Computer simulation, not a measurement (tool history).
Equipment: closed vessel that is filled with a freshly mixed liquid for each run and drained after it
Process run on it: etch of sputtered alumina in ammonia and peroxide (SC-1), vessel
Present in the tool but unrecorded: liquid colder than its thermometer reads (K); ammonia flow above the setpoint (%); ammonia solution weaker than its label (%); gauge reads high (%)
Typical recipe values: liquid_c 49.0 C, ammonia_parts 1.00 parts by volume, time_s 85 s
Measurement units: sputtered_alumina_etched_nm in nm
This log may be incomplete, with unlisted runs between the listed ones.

run,day,liquid_c,ammonia_parts,time_s,wafers since the last listed run,hours since the thermometer was replaced,hours since the ammonia flow meter was replaced,hours since the drum of ammonia solution was connected,hours since the gauge calibration,"read-back film thickness of the sputtered alumina reference wafer, read on the same gauge (nm)",sputtered_alumina_etched_nm
1,0.000,49.0,1.00,85,0,1511.6,1175.8,1079.7,428.0,50.03,5.14
2,0.596,56.0,1.15,85,914,1525.9,1190.1,1094.0,442.3,49.99,7.73
# day 0.746: gauge calibrated
3,1.671,56.0,1.15,85,1650,1551.7,1215.9,1119.8,22.2,50.04,7.59
4,2.608,49.0,1.00,85,1439,1574.2,1238.4,1142.3,44.7,49.98,5.08
5,3.208,49.0,1.00,85,921,1588.6,1252.8,1156.7,59.1,50.05,5.12
6,4.662,49.0,1.00,85,2232,1623.5,1287.7,1191.6,94.0,50.00,5.17
7,5.525,49.0,1.00,85,1324,1644.2,1308.4,1212.3,114.7,50.01,5.21
8,6.342,49.0,1.00,85,1253,1663.8,1328.0,1231.9,134.3,50.03,5.16
9,7.596,49.0,1.00,85,1925,1693.9,1358.1,1262.0,164.4,50.01,5.12
10,8.917,49.0,0.75,115,2027,1725.6,1389.8,1293.7,196.1,50.01,6.73
11,10.062,49.0,1.00,85,1759,1753.1,1417.3,1321.2,223.6,49.99,5.10
12,10.825,49.0,1.00,85,1170,1771.4,1435.6,1339.5,241.9,49.99,5.12
13,11.600,49.0,1.00,85,1189,1790.0,1454.2,1358.1,260.5,50.02,5.08
# day 11.883: new drum of ammonia solution connected
14,12.846,54.0,1.20,120,1848,1819.9,1484.1,23.1,290.4,50.00,9.77
15,13.821,49.0,1.15,110,1496,1843.3,1507.5,46.5,313.8,50.04,6.64
16,14.725,49.0,1.20,85,1388,1865.0,1529.2,68.2,335.5,50.00,5.09
# day 15.833: thermometer replaced
17,15.854,49.0,1.00,85,1669,0.5,1556.3,95.3,362.6,50.02,5.64
18,16.542,56.0,1.20,120,1055,17.0,1572.8,111.8,379.1,49.99,11.87
19,18.608,45.5,1.00,40,3173,66.6,1622.4,161.4,428.7,50.00,2.18
# day 19.017: ammonia flow meter replaced
20,19.883,49.0,1.20,130,1893,97.2,20.8,192.0,459.3,49.97,8.71
# day 20.683: gauge calibrated
21,21.179,45.5,0.85,120,1989,128.3,51.9,223.1,11.9,49.97,6.39
22,22.296,53.0,1.00,85,1714,155.1,78.7,249.9,38.7,49.99,6.98
23,23.342,49.0,0.60,50,1605,180.2,103.8,275.0,63.8,50.00,3.12
24,24.379,49.0,1.00,85,1592,205.1,128.7,299.9,88.7,50.00,5.53
25,25.475,49.0,1.00,85,1682,231.4,155.0,326.2,115.0,49.98,5.49
26,26.238,53.0,0.80,85,1170,249.7,173.3,344.5,133.3,50.01,6.73
27,27.404,49.0,1.00,115,1791,277.7,201.3,372.5,161.3,50.00,7.49
28,28.662,49.0,1.20,100,1931,307.9,231.5,402.7,191.5,50.00,6.60
29,29.258,52.0,1.00,85,914,322.2,245.8,417.0,205.8,49.99,6.47

Below, each run's measurement less what the same run would have read without the hidden state. Both values contain the same run-to-run variation, but the gauge's scatter may not be the same in both:
run,sputtered_alumina_etched_nm
1,-0.54
2,-0.77
3,-0.76
4,-0.54
5,-0.56
6,-0.57
7,-0.58
8,-0.58
9,-0.59
10,-0.78
11,-0.61
12,-0.61
13,-0.61
14,-1.15
15,-0.82
16,-0.64
17,-0.08
18,-0.17
19,-0.04
20,-0.17
21,-0.14
22,-0.16
23,-0.07
24,-0.14
25,-0.14
26,-0.18
27,-0.21
28,-0.20
29,-0.20
